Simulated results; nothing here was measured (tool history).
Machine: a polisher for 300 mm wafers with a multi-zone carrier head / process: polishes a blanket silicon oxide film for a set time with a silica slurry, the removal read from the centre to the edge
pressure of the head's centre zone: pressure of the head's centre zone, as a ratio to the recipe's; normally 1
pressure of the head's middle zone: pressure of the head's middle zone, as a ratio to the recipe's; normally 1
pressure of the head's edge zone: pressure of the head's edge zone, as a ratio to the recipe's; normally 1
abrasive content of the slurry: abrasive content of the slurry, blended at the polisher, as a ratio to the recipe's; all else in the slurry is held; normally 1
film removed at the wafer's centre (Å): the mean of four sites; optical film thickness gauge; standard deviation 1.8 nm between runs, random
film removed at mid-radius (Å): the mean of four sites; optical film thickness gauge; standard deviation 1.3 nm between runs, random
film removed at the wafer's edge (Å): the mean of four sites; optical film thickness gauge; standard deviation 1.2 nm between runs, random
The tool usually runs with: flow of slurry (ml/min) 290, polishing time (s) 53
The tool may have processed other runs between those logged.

run,day,flow of slurry (ml/min),pressure of the head's centre zone,pressure of the head's middle zone,pressure of the head's edge zone,abrasive content of the slurry,polishing time (s),wafers since the last listed run,wafers polished on this pad,hours since the slurry nozzle was cleaned,hours since the centre zone pressure was calibrated,hours since the edge zone pressure was calibrated,hours since the carrier head's membrane was replaced,"incoming thickness of the incoming film, nm",film removed at the wafer's centre (Å),film removed at mid-radius (Å),film removed at the wafer's edge (Å)
1,0,325,1,1,1,1,53,0,757,281,344.9,752.4,968,1631,1665,1659,1707
2,0.446,290,1,1,1.04,1,53,85,843,291.7,355.6,763.1,978.7,1614.7,1647,1637,1701
3,0.779,290,1,1,1.04,1,53,63,907,299.7,363.6,771.1,986.7,1643.1,1595,1633,1694
# day 1.067: worn pad replaced by a new one
4,1.254,290,1,1,1,1,53,59,36,311.1,375,782.5,998.1,1614.6,1606,1626,1626
5,1.612,290,1,1,1,1,53,68,104,319.7,383.6,791.1,1006.7,1626.9,1621,1613,1646
6,2.288,215,1,0.96,1,1,53,129,234,335.9,399.8,807.3,1022.9,1629.4,1475,1448,1577
7,2.9,215,1,0.96,1,1,53,117,351,350.6,414.5,822,1037.6,1648,1479,1459,1575
8,3.4,215,1,0.96,1,1,53,95,447,362.6,426.5,834,1049.6,1604.3,1475,1444,1569
# day 3.638: edge zone pressure recalibrated
9,3.912,290,1,0.92,1,1,53,82,529,374.9,438.8,6.6,1061.9,1628.7,1598,1498,1640
10,4.579,330,0.92,1,1,0.8,53,127,657,390.9,454.8,22.6,1077.9,1639,1310,1435,1448
11,4.862,290,1,1,1,1,58,54,711,397.7,461.6,29.4,1084.7,1628.8,1758,1772,1805

The next listed run, before its measurement:
12,5.496,290,0.92,1,0.92,0.75,48,121,833,412.9,476.8,44.6,1099.9,1644.3,?,?,?

film removed at the wafer's centre (Å): 1095
film removed at mid-radius (Å): 1211
film removed at the wafer's edge (Å): 1172
Take away the tool's hidden state, keep the run-to-run variation as it was, and the same run would have given film removed at the wafer's centre (Å) 1216, film removed at mid-radius (Å) 1330, film removed at the wafer's edge (Å) 1256.
